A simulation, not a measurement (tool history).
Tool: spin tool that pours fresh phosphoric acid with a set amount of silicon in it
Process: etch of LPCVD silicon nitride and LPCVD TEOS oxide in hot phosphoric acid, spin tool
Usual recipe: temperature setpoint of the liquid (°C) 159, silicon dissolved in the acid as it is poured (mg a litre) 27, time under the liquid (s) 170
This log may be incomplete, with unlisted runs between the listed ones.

| run | hour | temperature setpoint of the liquid (°C) | silicon dissolved in the acid as it is poured (mg a litre) | time under the liquid (s) | wafers since the last listed run | hours since the thermometer was replaced | hours since the dissolved silicon flow meter was replaced | hours since the heated supply line was repaired | hours since the gauge calibration | read-back film thickness of the LPCVD silicon nitride reference wafer, read on the same gauge (nm) | read-back film thickness of the LPCVD TEOS oxide reference wafer, read on the same gauge (nm) | thickness taken off the LPCVD silicon nitride on a monitor wafer (Å) | thickness taken off the LPCVD TEOS oxide on a monitor wafer (Å) |
|---|---|---|---|---|---|---|---|---|---|---|---|---|---|
| 1 | 0 | 159 | 27 | 170 | 0 | 1371.8 | 943.7 | 1286.9 | 217.1 | 69.98 | 49.998 | 175.9 | 2.65 |
| 2 | 58 | 159 | 27 | 170 | 349 | 1429.8 | 1001.7 | 1344.9 | 275.1 | 70.02 | 49.999 | 178.1 | 2.8 |
| 3 | 105.2 | 159 | 27 | 170 | 284 | 1477 | 1048.9 | 1392.1 | 322.3 | 69.98 | 50.017 | 175.7 | 3.04 |
| 4 | 231.3 | 159 | 27 | 170 | 760 | 1603.1 | 1175 | 1518.2 | 448.4 | 70.01 | 50.013 | 176.1 | 3.04 |
| 5 | 266.3 | 159 | 27 | 170 | 210 | 1638.1 | 1210 | 1553.2 | 483.4 | 69.98 | 49.997 | 175.9 | 2.7 |
| 6 | 313.8 | 160 | 27 | 170 | 286 | 1685.6 | 1257.5 | 1600.7 | 530.9 | 69.98 | 49.989 | 179.2 | 3.06 |
|  | 320.5 | thermometer replaced |
| 7 | 361.8 | 160 | 27 | 170 | 283 | 41.3 | 1305.5 | 1648.7 | 578.9 | 70 | 50.031 | 196.5 | 3.55 |
| 8 | 393.1 | 160 | 27 | 170 | 188 | 72.6 | 1336.8 | 1680 | 610.2 | 70 | 50 | 192.4 | 3.54 |
|  | 431.5 | heated supply line repaired |
| 9 | 463.2 | 159 | 27 | 170 | 416 | 142.7 | 1406.9 | 31.7 | 680.3 | 70.01 | 50.02 | 187.9 | 3.01 |
|  | 477.2 | dissolved silicon flow meter replaced |
| 10 | 514.1 | 159 | 27 | 170 | 300 | 193.6 | 36.9 | 82.6 | 731.2 | 70.02 | 49.99 | 190.2 | 3.11 |
| 11 | 556.8 | 159 | 27 | 170 | 257 | 236.3 | 79.6 | 125.3 | 773.9 | 70.01 | 50.011 | 188.2 | 3.27 |
| 12 | 616.8 | 161.5 | 33 | 170 | 361 | 296.3 | 139.6 | 185.3 | 833.9 | 70.01 | 50.001 | 200.6 | 2.97 |
| 13 | 654.1 | 162 | 20 | 120 | 224 | 333.6 | 176.9 | 222.6 | 871.2 | 70 | 50.005 | 145.5 | 3.46 |
|  | 687.1 | gauge calibrated |
| 14 | 716 | 160 | 45.5 | 265 | 373 | 395.5 | 238.8 | 284.5 | 28.9 | 70 | 50.013 | 296.7 | 2.07 |
| 15 | 763.2 | 159 | 12.5 | 170 | 284 | 442.7 | 286 | 331.7 | 76.1 | 70.02 | 50.012 | 187.2 | 4.92 |
| 16 | 807.1 | 159 | 27 | 170 | 264 | 486.6 | 329.9 | 375.6 | 120 | 70 | 50.029 | 182.6 | 2.84 |
| 17 | 832.7 | 159 | 27 | 170 | 154 | 512.2 | 355.5 | 401.2 | 145.6 | 70 | 49.997 | 185.2 | 3.23 |

Run 18 has not been measured yet. What should we expect?
| 18 | 895 | 156.5 | 27 | 170 | 375 | 574.5 | 417.8 | 463.5 | 207.9 | ? | ? | ? | ? |

Run 18 gave read-back film thickness of the LPCVD silicon nitride reference wafer, read on the same gauge (nm) 69.99, read-back film thickness of the LPCVD TEOS oxide reference wafer, read on the same gauge (nm) 50.008, thickness taken off the LPCVD silicon nitride on a monitor wafer (Å) 168.5, thickness taken off the LPCVD TEOS oxide on a monitor wafer (Å) 2.74.
Were there no unlogged condition in the tool, this run, its random variation unchanged, would have produced thickness taken off the LPCVD silicon nitride on a monitor wafer (Å) 174, thickness taken off the LPCVD TEOS oxide on a monitor wafer (Å) 2.94.
